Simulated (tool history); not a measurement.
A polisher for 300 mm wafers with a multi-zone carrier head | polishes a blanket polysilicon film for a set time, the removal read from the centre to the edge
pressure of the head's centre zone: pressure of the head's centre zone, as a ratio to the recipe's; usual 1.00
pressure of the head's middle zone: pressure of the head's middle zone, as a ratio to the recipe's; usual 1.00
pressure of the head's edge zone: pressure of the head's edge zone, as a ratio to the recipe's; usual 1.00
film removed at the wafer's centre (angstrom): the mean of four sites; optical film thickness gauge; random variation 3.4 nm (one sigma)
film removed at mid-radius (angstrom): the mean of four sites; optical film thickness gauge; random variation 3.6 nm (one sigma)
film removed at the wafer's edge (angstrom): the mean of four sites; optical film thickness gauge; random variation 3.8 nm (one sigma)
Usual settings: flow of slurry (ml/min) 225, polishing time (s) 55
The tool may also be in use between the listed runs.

run     day  flow of slurry (ml/min)  pressure of the head's centre zone  pressure of the head's middle zone  pressure of the head's edge zone  polishing time (s)  wafers since the last listed run  wafers polished on this pad  hours since the slurry nozzle was cleaned  hours since the centre zone pressure was calibrated  hours since the edge zone pressure was calibrated  hours since the carrier head's membrane was replaced  incoming thickness of the incoming film, nm  film removed at the wafer's centre (angstrom)  film removed at mid-radius (angstrom)  film removed at the wafer's edge (angstrom)
  1   0.000                      295                                1.12                                0.89                              1.00                  55                                 0                          763                                      578.6                                                 63.4                                               61.7                                                 121.4                                       2079.6                                           3598                                   2956                                         3274
  2   0.658                      225                                1.00                                1.00                              0.95                  55                               104                          868                                      594.4                                                 79.2                                               77.5                                                 137.2                                       2056.7                                           3035                                   3087                                         3040
  3   1.042                      225                                1.00                                1.00                              0.92                  55                                60                          929                                      603.6                                                 88.4                                               86.7                                                 146.4                                       2062.5                                           3004                                   3031                                         2980
  4   1.379                      255                                1.00                                1.00                              1.00                  55                                53                          982                                      611.7                                                 96.5                                               94.8                                                 154.5                                       2035.5                                           3085                                   3130                                         3124
  5   1.846                      225                                1.00                                1.00                              1.00                  55                                74                         1057                                      622.9                                                107.7                                              106.0                                                 165.7                                       2083.0                                           2993                                   3047                                         3096
  6   2.308                      225                                1.00                                1.00                              1.00                  66                                73                         1130                                      634.0                                                118.8                                              117.1                                                 176.8                                       2080.8                                           3544                                   3632                                         3692
  7   2.804                      225                                1.11                                1.00                              1.00                  72                                78                         1209                                      645.9                                                130.7                                              129.0                                                 188.7                                       2068.5                                           4183                                   3926                                         4048
      3.329  -- worn pad replaced by a new one
  8   3.350                      225                                1.00                                1.00                              1.00                  55                                60                            3                                      659.0                                                143.8                                              142.1                                                 201.8                                       2088.3                                           2887                                   3024                                         3064
  9   3.825                      180                                0.97                                0.96                              1.00                  55                                75                           78                                      670.4                                                155.2                                              153.5                                                 213.2                                       2046.1                                           2626                                   2730                                         2915
 10   5.212                      270                                1.00                                1.09                              1.10                  37                               220                          299                                      703.7                                                188.5                                              186.8                                                 246.5                                       2024.1                                           1974                                   2232                                         2187
 11   5.688                      225                                1.00                                1.00                              1.00                  55                                75                          375                                      715.1                                                199.9                                              198.2                                                 257.9                                       2077.2                                           2813                                   2918                                         3034
 12   6.375                      300                                1.00                                1.05                              0.94                  55                               109                          484                                      731.6                                                216.4                                              214.7                                                 274.4                                       2067.6                                           2997                                   3219                                         3094
      6.604  -- slurry nozzle cleaned
 13   6.883                      170                                1.04                                1.12                              1.00                  70                                74                          558                                        6.7                                                228.6                                              226.9                                                 286.6                                       2086.2                                           4140                                   4256                                         4001
 14   7.308                      255                                1.00                                0.93                              1.07                  48                                67                          626                                       16.9                                                238.8                                              237.1                                                 296.8                                       2062.2                                           2852                                   2803                                         2925
 15   7.975                      225                                0.88                                1.00                              1.00                  55                               105                          732                                       32.9                                                254.8                                              253.1                                                 312.8                                       2075.8                                           2838                                   3364                                         3301
 16   8.333                      225                                1.00                                1.08                              0.96                  63                                56                          789                                       41.5                                                263.4                                              261.7                                                 321.4                                       2044.0                                           3712                                   4002                                         3588
 17   9.054                      255                                1.00                                0.93                              1.07                  48                               114                          903                                       58.8                                                280.7                                              279.0                                                 338.7                                       2067.5                                           2840                                   2783                                         2981
 18   9.492                      225                                1.00                                1.09                              1.09                  55                                69                          973                                       69.3                                                291.2                                              289.5                                                 349.2                                       2072.7                                           3250                                   3460                                         3388
 19   9.888                      255                                0.93                                0.89                              1.00                  61                                62                         1036                                       78.8                                                300.7                                              299.0                                                 358.7                                       2067.8                                           3344                                   3443                                         3673
 20  10.258                      225                                1.10                                1.05                              1.00                  45                                58                         1095                                       87.7                                                309.6                                              307.9                                                 367.6                                       2079.8                                           2939                                   2792                                         2593
 21  10.704                      225                                1.00                                1.00                              1.00                  55                                70                         1165                                       98.4                                                320.3                                              318.6                                                 378.3                                       2066.6                                           3219                                   3251                                         3236
     11.025  -- worn pad replaced by a new one
 22  11.242                      225                                1.00                                1.00                              1.00                  55                                58                           34                                      111.3                                                333.2                                              331.5                                                 391.2                                       2110.6                                           3299                                   3277                                         3319
 23  11.796                      225                                1.00                                1.07                              1.00                  39                                88                          122                                      124.6                                                346.5                                              344.8                                                 404.5                                       2074.9                                           2275                                   2393                                         2288

4 ways to go on from here, each from the tool as it stands after run 23. What would each give?
  A  11.812                      225                                1.00                                1.00                              1.00                  55                                 2                          125                                      125.0                                                346.9                                              345.2                                                 404.9                                       2084.7                                              ?                                      ?                                            ?
  B  11.812                      225                                1.00                                0.90                              0.91                  55                                 2                          125                                      125.0                                                346.9                                              345.2                                                 404.9                                       2084.7                                              ?                                      ?                                            ?
  C  11.812                      225                                1.00                                1.00                              1.00                  46                                 2                          125                                      125.0                                                346.9                                              345.2                                                 404.9                                       2084.7                                              ?                                      ?                                            ?
  D  11.812                      225                                1.00                                1.00                              1.08                  55                                 2                          125                                      125.0                                                346.9                                              345.2                                                 404.9                                       2084.7                                              ?                                      ?                                            ?

run  film removed at the wafer's centre (angstrom)  film removed at mid-radius (angstrom)  film removed at the wafer's edge (angstrom)
  A                                           3187                                   3213                                         3335
  B                                           3185                                   2975                                         3194
  C                                           2665                                   2687                                         2789
  D                                           3187                                   3213                                         3464
Without the tool's hidden state the same runs would have given:
run  film removed at the wafer's centre (angstrom)  film removed at mid-radius (angstrom)  film removed at the wafer's edge (angstrom)
  A                                           3218                                   3241                                         3357
  B                                           3216                                   3000                                         3214
  C                                           2691                                   2710                                         2807
  D                                           3218                                   3240                                         3486

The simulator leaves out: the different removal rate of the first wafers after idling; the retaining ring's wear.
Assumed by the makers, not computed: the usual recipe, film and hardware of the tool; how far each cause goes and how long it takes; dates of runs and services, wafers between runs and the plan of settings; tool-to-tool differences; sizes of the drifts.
